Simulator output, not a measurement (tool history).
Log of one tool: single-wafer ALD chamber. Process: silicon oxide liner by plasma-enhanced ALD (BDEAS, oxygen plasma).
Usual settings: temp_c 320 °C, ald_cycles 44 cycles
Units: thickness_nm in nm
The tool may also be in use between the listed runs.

run,hour,temp_c,ald_cycles,wafers since the last listed run,hours since the last thermocouple change,hours since the gauge calibration,"read-back reference wafer on the same gauge, thickness_nm",thickness_nm
1,0,314,38,0,926.3,509.2,3.911,3.571
2,52.8,314,38,313,979.1,562,3.911,3.593
3,100.2,320,47,281,1026.5,609.4,3.913,4.356
4,130.7,320,47,181,1057,639.9,3.912,4.362
5,181.2,320,47,300,1107.5,690.4,3.923,4.426
6,248.2,320,44,398,1174.5,757.4,3.921,4.101
7,304.7,320,44,335,1231,813.9,3.934,4.118
8,350.1,320,44,269,1276.4,859.3,3.936,4.118
9,410.8,320,44,360,1337.1,920,3.943,4.11
10,444.3,330,44,199,1370.6,953.5,3.935,4.075
11,531.5,330,44,518,1457.8,1040.7,3.95,4.043
12,566.3,324,44,206,1492.6,1075.5,3.954,4.116
# hour 629.1: gauge calibrated
13,632.5,320,44,393,1558.8,3.4,3.871,4.066
14,667.2,329,37,206,1593.5,38.1,3.877,3.368
15,692,326,49,147,1618.3,62.9,3.878,4.485
16,722.3,316,53,180,1648.6,93.2,3.877,4.944
17,852.8,329,37,775,1779.1,223.7,3.892,3.404
# hour 947.8: thermocouple changed; heater temperature recalibrated
18,981.9,311,53,719,34.1,352.8,3.898,5.014
19,1045.3,331,42,376,97.5,416.2,3.9,3.83
20,1093.6,320,44,287,145.8,464.5,3.909,4.084
21,1134.6,305,47,243,186.8,505.5,3.909,4.478
22,1177.5,328,39,255,229.7,548.4,3.916,3.603
23,1205.6,320,51,167,257.8,576.5,3.918,4.778
24,1238.2,335,46,193,290.4,609.1,3.924,4.18
25,1270.8,320,44,193,323,641.7,3.923,4.104
26,1333.3,320,36,371,385.5,704.2,3.929,3.363
27,1382.6,332,38,293,434.8,753.5,3.937,3.484

The same runs without the tool's hidden state, with the same run-to-run variation:
The hidden state here: wafer temperature above the value expected at the setpoint (K); gauge reads high (%).
run,thickness_nm
1,3.538
2,3.556
3,4.306
4,4.31
5,4.368
6,4.042
7,4.054
8,4.05
9,4.037
10,4
11,3.962
12,4.031
13,4.064
14,3.365
15,4.478
16,4.933
17,3.387
18,4.975
19,3.795
20,4.043
21,4.429
22,3.56
23,4.719
24,4.126
25,4.048
26,3.313
27,3.428
